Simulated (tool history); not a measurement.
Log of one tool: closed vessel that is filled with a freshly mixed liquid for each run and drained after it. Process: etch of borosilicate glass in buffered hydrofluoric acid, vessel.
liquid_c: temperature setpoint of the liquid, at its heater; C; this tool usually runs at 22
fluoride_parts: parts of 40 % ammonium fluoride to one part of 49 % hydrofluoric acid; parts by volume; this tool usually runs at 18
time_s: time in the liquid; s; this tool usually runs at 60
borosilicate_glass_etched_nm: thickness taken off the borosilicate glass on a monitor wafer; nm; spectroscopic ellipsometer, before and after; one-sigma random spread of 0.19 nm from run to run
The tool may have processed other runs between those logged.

run   hour  liquid_c  fluoride_parts  time_s  wafers since the last listed run  hours since the thermometer was replaced  hours since the hydrofluoric acid flow meter was replaced  hours since the gauge calibration  read-back film thickness of the borosilicate glass reference wafer, read on the same gauge (nm)  borosilicate_glass_etched_nm
  1      0        22              18      60                                 0                                    1553.2                                                     2345.5                              443.7                                                                                            29.99                         37.84
  2   31.9        22              18      60                              2789                                    1585.1                                                     2377.4                              475.6                                                                                            29.98                         37.62
  3   62.7        22              18      60                              2693                                    1615.9                                                     2408.2                              506.4                                                                                            30.04                         37.86
  4   99.1        22              18      60                              3182                                    1652.3                                                     2444.6                              542.8                                                                                            30.02                         37.92
     108.4  -- gauge calibrated
  5  156.4        22              18      60                              5010                                    1709.6                                                     2501.9                                 48                                                                                            30.02                         37.53
  6  213.2        22              18      60                              4966                                    1766.4                                                     2558.7                              104.8                                                                                               30                          37.5
  7  254.2        22              18      45                              3585                                    1807.4                                                     2599.7                              145.8                                                                                            29.97                         28.38
     306.4  -- hydrofluoric acid flow meter replaced
  8  318.9        22              18      45                              5570                                    1872.1                                                       12.5                              210.5                                                                                            30.04                         30.89
  9  386.5        22              18      45                              5911                                    1939.7                                                       80.1                              278.1                                                                                            29.99                         31.26
     479.5  -- thermometer replaced
 10  510.1      23.5              13      85                             10720                                      30.6                                                      203.7                              401.7                                                                                               30                         87.35
     542.4  -- gauge calibrated
 11  602.5        22              18      80                              8079                                       123                                                      296.1                               60.1                                                                                            29.98                         54.55
 12  659.2        22              18      60                              4957                                     179.7                                                      352.8                              116.8                                                                                            30.01                         41.09
 13  708.7        25              18      45                              4328                                     229.2                                                      402.3                              166.3                                                                                            29.99                         36.23
 14  751.1        22              16      60                              3707                                     271.6                                                      444.7                              208.7                                                                                            29.98                         46.34
 15  814.1        22              18      40                              5508                                     334.6                                                      507.7                              271.7                                                                                            30.04                          27.2
 16  862.7        22            12.5      60                              4249                                     383.2                                                      556.3                              320.3                                                                                               30                         58.36
 17  890.7        22              18      60                              2448                                     411.2                                                      584.3                              348.3                                                                                            29.99                         40.45
 18  927.5        17              16      45                              3217                                       448                                                      621.1                              385.1                                                                                            30.06                         26.06
 19  959.8      20.5            24.5      30                              2824                                     480.3                                                      653.4                              417.4                                                                                            29.97                         14.78

Branching from run 19: 4 alternative next runs. What would each branch give?
  A  960.5        22              18      90                                61                                       481                                                      654.1                              418.1                                                                                                ?                             ?
  B  960.5        26            23.5      35                                61                                       481                                                      654.1                              418.1                                                                                                ?                             ?
  C  960.5        27              18      60                                61                                       481                                                      654.1                              418.1                                                                                                ?                             ?
  D  960.5      17.5              18      60                                61                                       481                                                      654.1                              418.1                                                                                                ?                             ?

run  read-back film thickness of the borosilicate glass reference wafer, read on the same gauge (nm)  borosilicate_glass_etched_nm
  A                                                                                            30.02                         60.88
  B                                                                                            30.02                         23.89
  C                                                                                            30.02                         53.07
  D                                                                                            30.02                         31.67
The same runs, with their run-to-run variation unchanged, on a tool lacking any hidden condition would have given:
run  borosilicate_glass_etched_nm
  A                         62.83
  B                         24.42
  C                         54.77
  D                         32.69
